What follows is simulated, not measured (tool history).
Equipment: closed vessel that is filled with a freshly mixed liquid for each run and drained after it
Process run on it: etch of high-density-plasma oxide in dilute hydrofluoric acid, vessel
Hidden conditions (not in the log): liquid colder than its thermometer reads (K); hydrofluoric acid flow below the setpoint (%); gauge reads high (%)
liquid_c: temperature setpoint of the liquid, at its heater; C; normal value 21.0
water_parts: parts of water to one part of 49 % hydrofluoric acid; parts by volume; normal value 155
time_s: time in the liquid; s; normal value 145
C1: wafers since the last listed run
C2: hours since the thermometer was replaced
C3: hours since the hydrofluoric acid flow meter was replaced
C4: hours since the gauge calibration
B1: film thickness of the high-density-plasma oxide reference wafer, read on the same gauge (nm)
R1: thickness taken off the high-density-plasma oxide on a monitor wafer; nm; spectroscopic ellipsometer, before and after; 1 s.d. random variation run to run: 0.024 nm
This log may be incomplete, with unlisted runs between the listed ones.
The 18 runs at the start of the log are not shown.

Run 19, day 20.017: usual settings; C1 3157; C2 159.1; C3 229.1; C4 340.0; B1 149.99. Result: R1 7.45 nm.
Run 20, day 21.058: usual settings but liquid_c 22.5 C, water_parts 195 parts by volume; C1 2384; C2 184.1; C3 254.1; C4 365.0; B1 150.03. Result: R1 6.03 nm.
Run 21, day 21.625: usual settings but water_parts 80 parts by volume, time_s 100 s; C1 1297; C2 197.7; C3 267.7; C4 378.6; B1 150.02. Result: R1 10.82 nm.
Run 22, day 22.183: usual settings but water_parts 85 parts by volume, time_s 170 s; C1 1278; C2 211.1; C3 281.1; C4 392.0; B1 150.03. Result: R1 17.19 nm.
Run 23, day 23.304: usual settings but liquid_c 18.0 C; C1 2565; C2 238.0; C3 308.0; C4 418.9; B1 150.01. Result: R1 6.60 nm.
Run 24, day 24.621: usual settings but liquid_c 22.5 C, water_parts 125 parts by volume, time_s 115 s; C1 3014; C2 269.6; C3 339.6; C4 450.5; B1 150.01. Result: R1 8.03 nm.
Run 25, day 25.346: usual settings but liquid_c 25.0 C, water_parts 120 parts by volume, time_s 100 s; C1 1659; C2 287.0; C3 357.0; C4 467.9; B1 150.00. Result: R1 8.02 nm.
Run 26, day 25.850: usual settings; C1 1154; C2 299.1; C3 369.1; C4 480.0; B1 150.01. Result: R1 7.44 nm.
Run 27, day 27.050: usual settings but water_parts 80 parts by volume, time_s 100 s; C1 2747; C2 327.9; C3 397.9; C4 508.8; B1 150.03. Result: R1 10.70 nm.
Run 28, day 31.054: usual settings but water_parts 205 parts by volume, time_s 90 s; C1 9166; C2 424.0; C3 494.0; C4 604.9; B1 149.99. Result: R1 3.28 nm.
Run 29, day 33.467: usual settings; C1 5522; C2 481.9; C3 551.9; C4 662.8; B1 150.00. Result: R1 7.41 nm.
Run 30, day 34.050: usual settings; C1 1335; C2 495.9; C3 565.9; C4 676.8; B1 149.96. Result: R1 7.40 nm.
Run 31, day 35.033: usual settings but liquid_c 17.0 C; C1 2251; C2 519.5; C3 589.5; C4 700.4; B1 150.01. Result: R1 6.29 nm.
Run 32, day 36.425: usual settings but liquid_c 25.5 C, water_parts 225 parts by volume, time_s 100 s; C1 3185; C2 552.9; C3 622.9; C4 733.8; B1 149.98. Result: R1 3.87 nm.

Here are 4 independent what-if runs from the current tool condition. What would each one return?
Run A, day 36.454: usual settings but liquid_c 25.0 C; C1 66; C2 553.6; C3 623.6; C4 734.5; B1 ?. Result: R1 ?.
Run B, day 36.454: usual settings but water_parts 225 parts by volume, time_s 80 s; C1 66; C2 553.6; C3 623.6; C4 734.5; B1 ?. Result: R1 ?.
Run C, day 36.454: usual settings but liquid_c 24.0 C, water_parts 195 parts by volume, time_s 175 s; C1 66; C2 553.6; C3 623.6; C4 734.5; B1 ?. Result: R1 ?.
Run D, day 36.454: usual settings but liquid_c 18.0 C, water_parts 230 parts by volume, time_s 80 s; C1 66; C2 553.6; C3 623.6; C4 734.5; B1 ?. Result: R1 ?.

run      B1    R1
  A  150.00  8.60
  B  150.00  2.61
  C  150.00  7.60
  D  150.00  2.26
With the hidden condition removed and each run's random variation left untouched, the same runs would have given:
run    R1
  A  8.79
  B  2.67
  C  7.77
  D  2.32
